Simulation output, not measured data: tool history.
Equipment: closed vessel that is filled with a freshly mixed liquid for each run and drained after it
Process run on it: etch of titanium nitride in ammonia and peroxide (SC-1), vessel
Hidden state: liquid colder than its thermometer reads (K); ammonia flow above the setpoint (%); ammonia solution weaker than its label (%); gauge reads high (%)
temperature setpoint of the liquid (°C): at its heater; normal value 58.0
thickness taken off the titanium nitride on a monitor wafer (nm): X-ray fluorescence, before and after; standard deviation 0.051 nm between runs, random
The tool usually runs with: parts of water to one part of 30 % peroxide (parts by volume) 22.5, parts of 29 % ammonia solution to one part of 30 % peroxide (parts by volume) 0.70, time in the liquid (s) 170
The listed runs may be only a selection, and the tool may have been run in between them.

run,day,temperature setpoint of the liquid (°C),parts of water to one part of 30 % peroxide (parts by volume),parts of 29 % ammonia solution to one part of 30 % peroxide (parts by volume),time in the liquid (s),wafers since the last listed run,hours since the thermometer was replaced,hours since the ammonia flow meter was replaced,hours since the drum of ammonia solution was connected,hours since the gauge calibration,"read-back film thickness of the titanium nitride reference wafer, read on the same gauge (nm)",thickness taken off the titanium nitride on a monitor wafer (nm)
1,0.000,56.0,22.5,0.70,170,0,1290.9,1057.8,125.6,306.4,120.11,11.57
2,2.767,58.0,22.5,0.70,170,4429,1357.3,1124.2,192.0,372.8,120.29,13.20
3,6.596,58.0,22.5,0.70,170,6131,1449.2,1216.1,283.9,464.7,120.48,13.24
4,14.554,58.0,22.5,0.70,170,12742,1640.2,1407.1,474.9,655.7,121.16,13.24
5,18.125,58.0,22.5,0.70,245,5717,1725.9,1492.8,560.6,741.4,121.51,19.29
6,21.117,58.0,22.5,0.70,245,4790,1797.7,1564.6,632.4,813.2,121.86,19.31
7,25.504,58.0,22.5,0.70,245,7025,1903.0,1669.9,737.7,918.5,122.50,19.41
8,28.096,58.0,22.5,0.70,170,4149,1965.2,1732.1,799.9,980.7,122.83,13.60
# day 29.383: new drum of ammonia solution connected
# day 30.208: gauge calibrated
9,31.758,49.5,22.5,0.70,230,5797,2053.1,1820.0,57.0,37.2,119.43,10.03
10,35.262,53.0,22.5,0.95,170,5610,2137.2,1904.1,141.1,121.3,119.50,9.92
# day 35.725: thermometer replaced
11,39.562,58.0,32.5,0.70,170,6818,92.1,2007.3,244.3,224.5,119.62,10.72
# day 41.862: ammonia flow meter replaced
12,42.867,58.0,29.5,0.70,170,5223,171.4,24.1,323.6,303.8,119.68,11.36
13,45.058,58.0,22.5,0.40,100,3509,224.0,76.7,376.2,356.4,119.84,6.99
14,46.571,58.0,22.5,0.70,170,2421,260.3,113.0,412.5,392.7,119.88,13.14
15,50.071,67.0,22.5,0.70,170,5604,344.3,197.0,496.5,476.7,120.17,23.78
16,54.508,58.0,22.5,0.40,90,7105,450.8,303.5,603.0,583.2,120.49,6.31

Forecast each of these 5 alternatives for the next run:
A,54.538,58.0,22.5,0.70,135,46,451.5,304.2,603.7,583.9,?,?
B,54.538,66.5,22.5,0.70,205,46,451.5,304.2,603.7,583.9,?,?
C,54.538,64.5,26.0,0.95,240,46,451.5,304.2,603.7,583.9,?,?
D,54.538,65.5,22.5,0.70,170,46,451.5,304.2,603.7,583.9,?,?
E,54.538,53.0,11.5,0.70,225,46,451.5,304.2,603.7,583.9,?,?

run,"read-back film thickness of the titanium nitride reference wafer, read on the same gauge (nm)",thickness taken off the titanium nitride on a monitor wafer (nm)
A,120.43,10.57
B,120.43,27.80
C,120.43,27.95
D,120.43,21.64
E,120.43,18.09
Had the tool no hidden state, the same runs would have come out as:
run,thickness taken off the titanium nitride on a monitor wafer (nm)
A,10.52
B,27.69
C,27.84
D,21.55
E,18.01
